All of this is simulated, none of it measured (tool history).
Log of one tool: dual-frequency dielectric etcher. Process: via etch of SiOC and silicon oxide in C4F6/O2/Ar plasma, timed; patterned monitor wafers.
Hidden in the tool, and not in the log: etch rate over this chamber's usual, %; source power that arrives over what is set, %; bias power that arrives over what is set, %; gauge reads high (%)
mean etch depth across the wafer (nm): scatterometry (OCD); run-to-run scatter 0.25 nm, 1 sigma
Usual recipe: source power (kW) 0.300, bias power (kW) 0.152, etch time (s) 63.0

run   hour  source power (kW)  bias power (kW)  etch time (s)  wafers since the last listed run  hours since the last wet clean  hours since the last source power generator calibration  hours since the last bias power generator calibration  hours since the last upper electrode change  hours since the gauge calibration  read-back reference wafer on the same gauge, depth_nm  mean etch depth across the wafer (nm)
  1    0.0              0.300            0.152           63.0                                 0                            41.1                                                   3089.9                                                 3501.6                                       4237.9                              517.3                                                   57.1                                   62.7
  2   12.5              0.300            0.152           63.0                                83                            53.6                                                   3102.4                                                 3514.1                                       4250.4                              529.8                                                   57.1                                   62.2
      14.2  -- gauge calibrated
      43.4  -- upper electrode replaced
  3   43.9              0.300            0.170           55.0                                49                            85.0                                                   3133.8                                                 3545.5                                          0.5                               29.7                                                   56.0                                   54.9
  4   44.2              0.300            0.152           63.0                                 2                            85.3                                                   3134.1                                                 3545.8                                          0.8                               30.0                                                   56.1                                   60.9
  5   66.2              0.300            0.152           56.0                               147                           107.3                                                   3156.1                                                 3567.8                                         22.8                               52.0                                                   56.2                                   54.5
  6   99.4              0.300            0.152           56.0                               223                           140.5                                                   3189.3                                                 3601.0                                         56.0                               85.2                                                   56.3                                   54.9
  7  116.3              0.260            0.152           63.0                               113                           157.4                                                   3206.2                                                 3617.9                                         72.9                              102.1                                                   56.4                                   57.6
  8  131.4              0.260            0.152           63.0                               101                           172.5                                                   3221.3                                                 3633.0                                         88.0                              117.2                                                   56.4                                   57.5
  9  159.7              0.260            0.152           63.0                               190                           200.8                                                   3249.6                                                 3661.3                                        116.3                              145.5                                                   56.6                                   57.8
 10  191.1              0.300            0.134           52.5                               210                           232.2                                                   3281.0                                                 3692.7                                        147.7                              176.9                                                   56.7                                   49.9
 11  203.7              0.240            0.120           63.0                                84                           244.8                                                   3293.6                                                 3705.3                                        160.3                              189.5                                                   56.6                                   52.3
     209.0  -- source power generator calibrated
 12  219.1              0.330            0.152           63.0                                76                           260.2                                                     10.1                                                 3720.7                                        175.7                              204.9                                                   56.7                                   64.5
 13  234.8              0.300            0.152           63.0                               105                           275.9                                                     25.8                                                 3736.4                                        191.4                              220.6                                                   56.8                                   62.0
 14  256.4              0.370            0.137           49.5                               145                           297.5                                                     47.4                                                 3758.0                                        213.0                              242.2                                                   56.8                                   51.8
 15  273.5              0.300            0.152           63.0                               114                           314.6                                                     64.5                                                 3775.1                                        230.1                              259.3                                                   56.9                                   62.0
     300.8  -- bias power generator calibrated
 16  301.7              0.300            0.152           63.0                               162                           342.8                                                     92.7                                                    0.9                                        258.3                              287.5                                                   56.8                                   61.8
 17  318.3              0.350            0.171           58.0                               111                           359.4                                                    109.3                                                   17.5                                        274.9                              304.1                                                   56.8                                   63.3
 18  351.7              0.300            0.135           63.0                               224                           392.8                                                    142.7                                                   50.9                                        308.3                              337.5                                                   56.9                                   60.2
     384.5  -- wet clean of the chamber
 19  385.0              0.250            0.170           76.0                                62                             0.5                                                    176.0                                                   84.2                                        341.6                              370.8                                                   56.9                                   70.3
 20  385.3              0.350            0.152           63.0                                 2                             0.8                                                    176.3                                                   84.5                                        341.9                              371.1                                                   56.9                                   66.7
 21  395.8              0.370            0.122           63.0                                70                            11.3                                                    186.8                                                   95.0                                        352.4                              381.6                                                   57.0                                   64.7
 22  490.9              0.300            0.152           46.5                               638                           106.4                                                    281.9                                                  190.1                                        447.5                              476.7                                                   57.0                                   45.9
 23  520.6              0.340            0.179           63.0                               199                           136.1                                                    311.6                                                  219.8                                        477.2                              506.4                                                   57.0                                   68.3
 24  535.5              0.240            0.137           58.0                               100                           151.0                                                    326.5                                                  234.7                                        492.1                              521.3                                                   57.0                                   50.3
 25  548.5              0.300            0.152           63.0                                87                           164.0                                                    339.5                                                  247.7                                        505.1                              534.3                                                   57.0                                   61.7
 26  562.8              0.250            0.152           63.0                                96                           178.3                                                    353.8                                                  262.0                                        519.4                              548.6                                                   57.0                                   57.2
 27  585.9              0.300            0.152           73.5                               155                           201.4                                                    376.9                                                  285.1                                        542.5                              571.7                                                   57.0                                   72.6
 28  598.5              0.280            0.142           51.5                                84                           214.0                                                    389.5                                                  297.7                                        555.1                              584.3                                                   57.1                                   48.4
     616.2  -- gauge calibrated
 29  625.1              0.360            0.152           47.0                               178                           240.6                                                    416.1                                                  324.3                                        581.7                                8.9                                                   56.1                                   49.9

5 ways to go on from here, each from the tool as it stands after run 29. What would each give?
  A  625.5              0.300            0.152           63.0                                 2                           241.0                                                    416.5                                                  324.7                                        582.1                                9.3                                                      ?                                      ?
  B  625.5              0.300            0.169           77.0                                 2                           241.0                                                    416.5                                                  324.7                                        582.1                                9.3                                                      ?                                      ?
  C  625.5              0.320            0.140           51.5                                 2                           241.0                                                    416.5                                                  324.7                                        582.1                                9.3                                                      ?                                      ?
  D  625.5              0.230            0.162           76.0                                 2                           241.0                                                    416.5                                                  324.7                                        582.1                                9.3                                                      ?                                      ?
  E  625.5              0.350            0.131           76.0                                 2                           241.0                                                    416.5                                                  324.7                                        582.1                                9.3                                                      ?                                      ?

run  read-back reference wafer on the same gauge, depth_nm  mean etch depth across the wafer (nm)
  A                                                   56.1                                   61.3
  B                                                   56.1                                   77.1
  C                                                   56.1                                   50.6
  D                                                   56.1                                   66.4
  E                                                   56.1                                   76.5
The same runs, with their run-to-run variation unchanged, on a tool lacking any hidden condition would have given:
run  mean etch depth across the wafer (nm)
  A                                   61.1
  B                                   76.8
  C                                   50.4
  D                                   66.1
  E                                   76.2
